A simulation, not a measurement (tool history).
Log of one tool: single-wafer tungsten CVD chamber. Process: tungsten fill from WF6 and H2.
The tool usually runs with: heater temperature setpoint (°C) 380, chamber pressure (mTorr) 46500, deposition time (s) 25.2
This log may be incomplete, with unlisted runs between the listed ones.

run	hour	heater temperature setpoint (°C)	chamber pressure (mTorr)	deposition time (s)	wafers since the last listed run	hours since the last thermocouple change	hours since the last manometer calibration	hours since the showerhead was replaced	hours since the gauge calibration	read-back reference wafer on the same gauge, thickness_nm	mean film thickness on the monitor wafer (nm)
1	0	380	46500	25.2	0	1177.7	1437.7	4890.5	974.9	51.425	60.191
2	26.6	380	46500	25.2	986	1204.3	1464.3	4917.1	1001.5	51.414	60.061
3	61.9	380	46500	25.2	1309	1239.6	1499.6	4952.4	1036.8	51.392	59.907
4	87.4	380	46500	25.2	945	1265.1	1525.1	4977.9	1062.3	51.415	60.001
5	137.9	380	46500	22.5	1873	1315.6	1575.6	5028.4	1112.8	51.418	53.406
6	196.4	380	46500	22.5	2170	1374.1	1634.1	5086.9	1171.3	51.374	53.246
7	236	380	46500	22.5	1469	1413.7	1673.7	5126.5	1210.9	51.399	53.591
8	300.6	380	46500	25.2	2396	1478.3	1738.3	5191.1	1275.5	51.398	59.86
# hour 336.1: capacitance manometer re-zeroed and calibrated
9	336.6	380	46500	25.2	1038	1514.3	0.5	5227.1	1311.5	51.421	59.865
# hour 351.3: showerhead replaced
10	363.1	380	46500	25.2	686	1540.8	27	11.8	1338	51.42	60.02
11	398.2	380	52400	25.2	1302	1575.9	62.1	46.9	1373.1	51.408	65.223
12	458.9	380	52400	25.2	2251	1636.6	122.8	107.6	1433.8	51.398	65.166
13	523.5	388	52100	23.4	2396	1701.2	187.4	172.2	1498.4	51.389	72.397
14	575.4	384	51000	25.2	1925	1753.1	239.3	224.1	1550.3	51.387	69.883
15	604.2	380	46500	25.2	1068	1781.9	268.1	252.9	1579.1	51.399	59.809
16	738.3	380	46500	21.3	4974	1916	402.2	387	1713.2	51.396	50.726
# hour 767.6: thermocouple changed; heater temperature recalibrated
17	807.6	380	51800	27.4	2274	40	471.5	456.3	1782.5	51.398	71.55
18	839.6	380	46500	25.2	1187	72	503.5	488.3	1814.5	51.396	61.067
19	868.7	371	46500	27.5	1079	101.1	532.6	517.4	1843.6	51.406	53.864
20	906.6	380	51800	27.4	1405	139	570.5	555.3	1881.5	51.402	71.426
21	964.6	387	57300	23.3	2151	197	628.5	613.3	1939.5	51.392	75.78
22	991.8	380	42200	25.2	1009	224.2	655.7	640.5	1966.7	51.374	56.608

Run 23 is up next; what results do you expect?
23	1027.9	389	46500	22	1339	260.3	691.8	676.6	2002.8	?	?

{"run 23": {"read-back reference wafer on the same gauge, thickness_nm": 51.409, "mean film thickness on the monitor wafer (nm)": 64.69}}
Were there no unlogged condition in the tool, this run, its random variation unchanged, would have produced mean film thickness on the monitor wafer (nm) 64.926.
